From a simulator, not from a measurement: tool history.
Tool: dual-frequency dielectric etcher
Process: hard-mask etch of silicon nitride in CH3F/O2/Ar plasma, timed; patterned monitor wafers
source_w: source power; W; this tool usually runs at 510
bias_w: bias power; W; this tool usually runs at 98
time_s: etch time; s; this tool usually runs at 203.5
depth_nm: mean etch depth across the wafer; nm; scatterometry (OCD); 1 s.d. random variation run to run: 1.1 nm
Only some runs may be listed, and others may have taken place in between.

run	day	source_w	bias_w	time_s	wafers since the last listed run	hours since the last wet clean	hours since the last source power generator calibration	hours since the last bias power generator calibration	hours since the last upper electrode change	hours since the gauge calibration	read-back reference wafer on the same gauge, depth_nm	depth_nm
1	0	510	98	203.5	0	263.5	3340.4	4090.9	5530.2	82.9	157	162.6
2	0.446	510	98	203.5	91	274.2	3351.1	4101.6	5540.9	93.6	157.1	162.6
3	1.05	510	98	203.5	124	288.7	3365.6	4116.1	5555.4	108.1	157.1	163.5
4	1.362	510	86	203.5	64	296.2	3373.1	4123.6	5562.9	115.6	156.9	152.1
5	1.796	510	90	164.5	89	306.6	3383.5	4134	5573.3	126	156.9	126.9
6	2.275	510	90	164.5	98	318.1	3395	4145.5	5584.8	137.5	156.7	126.3
7	2.867	510	98	203.5	121	332.3	3409.2	4159.7	5599	151.7	157.2	161.6
# day 3.979: upper electrode replaced
8	4	510	98	203.5	27	359.5	3436.4	4186.9	0.5	178.9	157	159.8
9	4.017	510	98	203.5	3	359.9	3436.8	4187.3	0.9	179.3	157	161
# day 4.408: gauge calibrated
# day 5.175: wet clean of the chamber
# day 5.188: source power generator calibrated
10	5.208	510	80	203.5	36	0.8	0.5	4215.9	29.5	19.2	157.1	143.9
11	5.225	510	98	203.5	3	1.2	0.9	4216.3	29.9	19.6	156.9	156.4
12	5.354	510	98	203.5	26	4.3	4	4219.4	33	22.7	157.1	156.8
# day 5.733: bias power generator calibrated
13	5.925	510	98	256.5	83	18	17.7	4.6	46.7	36.4	157.1	196.4
# day 7.008: wet clean of the chamber, repeated, since the last time left the tool worse
14	7.029	510	98	162	21	0.5	44.2	31.1	73.2	62.9	157.1	131.1
15	7.046	610	98	184	3	0.9	44.6	31.5	73.6	63.3	157.1	156.5
16	7.062	460	108	203.5	3	1.3	45	31.9	74	63.7	157.2	169.3
17	7.471	430	83	235.5	84	11.1	54.8	41.7	83.8	73.5	156.9	173.6
18	7.812	510	98	203.5	70	19.3	63	49.9	92	81.7	157.1	166.1
19	8.792	510	113	203.5	201	42.8	86.5	73.4	115.5	105.2	157.1	175
20	9.3	510	75	238.5	104	55	98.7	85.6	127.7	117.4	157	175

Here are 3 independent what-if runs from the current tool condition. What would each one return?
A	9.321	510	75	203.5	4	55.5	99.2	86.1	128.2	117.9	?	?
B	9.321	390	108	228.5	4	55.5	99.2	86.1	128.2	117.9	?	?
C	9.321	620	118	237	4	55.5	99.2	86.1	128.2	117.9	?	?

run	read-back reference wafer on the same gauge, depth_nm	depth_nm
A	157	148.5
B	157	185.6
C	157	217.5
The same runs, with their run-to-run variation unchanged, on a tool lacking any hidden condition would have given:
run	depth_nm
A	150.2
B	187.7
C	220
